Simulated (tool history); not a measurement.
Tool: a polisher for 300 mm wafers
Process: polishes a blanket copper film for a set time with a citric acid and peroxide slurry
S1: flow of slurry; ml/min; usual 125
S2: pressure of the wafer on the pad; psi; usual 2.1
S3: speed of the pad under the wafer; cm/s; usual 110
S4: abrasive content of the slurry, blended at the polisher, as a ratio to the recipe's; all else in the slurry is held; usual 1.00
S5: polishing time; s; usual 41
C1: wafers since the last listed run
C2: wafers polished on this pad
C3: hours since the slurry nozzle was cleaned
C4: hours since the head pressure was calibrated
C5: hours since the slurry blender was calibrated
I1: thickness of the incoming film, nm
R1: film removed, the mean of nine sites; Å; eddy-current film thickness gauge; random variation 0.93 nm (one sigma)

run 1 hour=0.0 | S1=125 S2=2.4 S3=110 S4=1.00 S5=41 | C1=0 C2=721 C3=83.7 C4=76.4 C5=118.3 | I1=863.0 | R1=797
-- hour=22.2 worn pad replaced by a new one
run 2 hour=40.7 | S1=125 S2=2.4 S3=110 S4=1.00 S5=41 | C1=283 C2=142 C3=124.4 C4=117.1 C5=159.0 | I1=838.3 | R1=836
run 3 hour=71.9 | S1=125 S2=2.1 S3=110 S4=0.90 S5=41 | C1=241 C2=383 C3=155.6 C4=148.3 C5=190.2 | I1=842.3 | R1=687
run 4 hour=97.0 | S1=125 S2=2.1 S3=110 S4=1.00 S5=41 | C1=193 C2=577 C3=180.7 C4=173.4 C5=215.3 | I1=843.2 | R1=704
-- hour=131.7 worn pad replaced by a new one
run 5 hour=132.2 | S1=125 S2=2.1 S3=110 S4=1.00 S5=41 | C1=241 C2=4 C3=215.9 C4=208.6 C5=250.5 | I1=841.5 | R1=684
-- hour=146.6 slurry nozzle cleaned
run 6 hour=200.6 | S1=125 S2=2.1 S3=110 S4=1.00 S5=41 | C1=520 C2=525 C3=54.0 C4=277.0 C5=318.9 | I1=840.5 | R1=639
-- hour=243.2 worn pad replaced by a new one, repeated, since the last time left the tool worse
run 7 hour=258.6 | S1=125 S2=2.1 S3=130 S4=1.00 S5=41 | C1=417 C2=118 C3=112.0 C4=335.0 C5=376.9 | I1=861.0 | R1=869
-- hour=271.6 slurry blender recalibrated
-- hour=316.2 head pressure recalibrated
run 8 hour=317.5 | S1=125 S2=2.1 S3=136 S4=1.00 S5=41 | C1=424 C2=543 C3=170.9 C4=1.3 C5=45.9 | I1=840.0 | R1=867
-- hour=352.2 worn pad replaced by a new one
run 9 hour=369.7 | S1=105 S2=2.1 S3=122 S4=0.90 S5=32 | C1=372 C2=135 C3=223.1 C4=53.5 C5=98.1 | I1=849.2 | R1=594
-- hour=399.1 slurry nozzle cleaned
run 10 hour=417.6 | S1=155 S2=1.5 S3=110 S4=1.15 S5=52 | C1=362 C2=497 C3=18.5 C4=101.4 C5=146.0 | I1=863.3 | R1=696
-- hour=468.8 worn pad replaced by a new one
run 11 hour=469.3 | S1=125 S2=2.1 S3=110 S4=1.00 S5=41 | C1=368 C2=3 C3=70.2 C4=153.1 C5=197.7 | I1=858.5 | R1=750
run 12 hour=511.2 | S1=125 S2=2.1 S3=110 S4=1.00 S5=41 | C1=323 C2=327 C3=112.1 C4=195.0 C5=239.6 | I1=864.8 | R1=728

The next listed run, before its measurement:
run 13 hour=553.4 | S1=80 S2=1.6 S3=110 S4=1.00 S5=41 | C1=326 C2=653 C3=154.3 C4=237.2 C5=281.8 | I1=848.7 | R1=?

R1: 506 Å
Without the tool's hidden state the same run would have given R1 536 Å.

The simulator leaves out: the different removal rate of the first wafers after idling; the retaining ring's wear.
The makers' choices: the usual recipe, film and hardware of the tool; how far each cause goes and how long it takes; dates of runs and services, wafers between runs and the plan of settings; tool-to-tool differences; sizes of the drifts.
